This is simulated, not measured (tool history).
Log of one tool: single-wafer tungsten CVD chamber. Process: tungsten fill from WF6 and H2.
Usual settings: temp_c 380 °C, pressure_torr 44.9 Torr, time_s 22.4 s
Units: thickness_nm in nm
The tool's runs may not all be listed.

run	hour	temp_c	pressure_torr	time_s	read-back reference wafer on the same gauge, thickness_nm	thickness_nm
1	0	380	50.8	22.4	44.194	50.115
2	13.8	380	50.8	22.4	44.212	50.032
3	24.6	380	50.8	22.4	44.18	49.875
4	37.7	380	44.9	25.8	44.186	55.103
5	52	380	44.9	25.8	44.219	55.266
6	67.6	380	44.9	22.4	44.198	47.756
7	79.8	380	39	22.4	44.196	45.42
8	94	380	39	22.4	44.232	45.494
9	104.1	380	44.9	19.1	44.183	40.505
10	119.1	380	44.9	19.1	44.196	40.508
11	135.6	380	44.9	19.1	44.187	40.383
# hour 153.2: showerhead replaced
12	153.7	380	44.9	22.4	44.205	47.359
# hour 155.1: gauge calibrated
13	156.8	380	44.9	22.4	44.185	47.277
14	172.1	380	44.9	22.4	44.201	47.173
15	182.7	392	40.4	26.8	44.177	67.708
16	191	390	37.8	25.7	44.21	61.264
17	199.6	376	40.9	22.4	44.179	42.417
18	212.3	380	44.9	22.4	44.204	47.013
# hour 222.6: thermocouple changed; heater temperature recalibrated
19	229.4	394	44.9	25.6	44.196	77.944
# hour 248.9: capacitance manometer re-zeroed and calibrated
20	249.4	369	51	25.8	44.189	54.095
21	253.9	384	44.9	22.4	44.208	58.798
22	262	385	54.8	25.4	44.225	73.003
23	269.6	395	44.9	22.4	44.212	71.376
24	281.2	380	40.4	22.4	44.197	52.856
25	289.5	380	44.9	22.4	44.192	54.819
26	300.7	369	44.9	22.4	44.206	44.743
27	310.2	391	53.4	20.1	44.204	63.072
28	324.9	390	37.8	25.7	44.208	70.72
29	333.4	389	35.6	24.6	44.223	64.909

Forecast each of these 3 alternatives for the next run:
A	333.8	380	44.9	18.3	?	?
B	333.8	380	50.3	25.6	?	?
C	333.8	386	38	20.5	?	?

run	read-back reference wafer on the same gauge, thickness_nm	thickness_nm
A	44.222	44.693
B	44.222	65.082
C	44.222	52.72
Without the tool's hidden state the same runs would have given:
run	thickness_nm
A	44.77
B	65.193
C	52.819

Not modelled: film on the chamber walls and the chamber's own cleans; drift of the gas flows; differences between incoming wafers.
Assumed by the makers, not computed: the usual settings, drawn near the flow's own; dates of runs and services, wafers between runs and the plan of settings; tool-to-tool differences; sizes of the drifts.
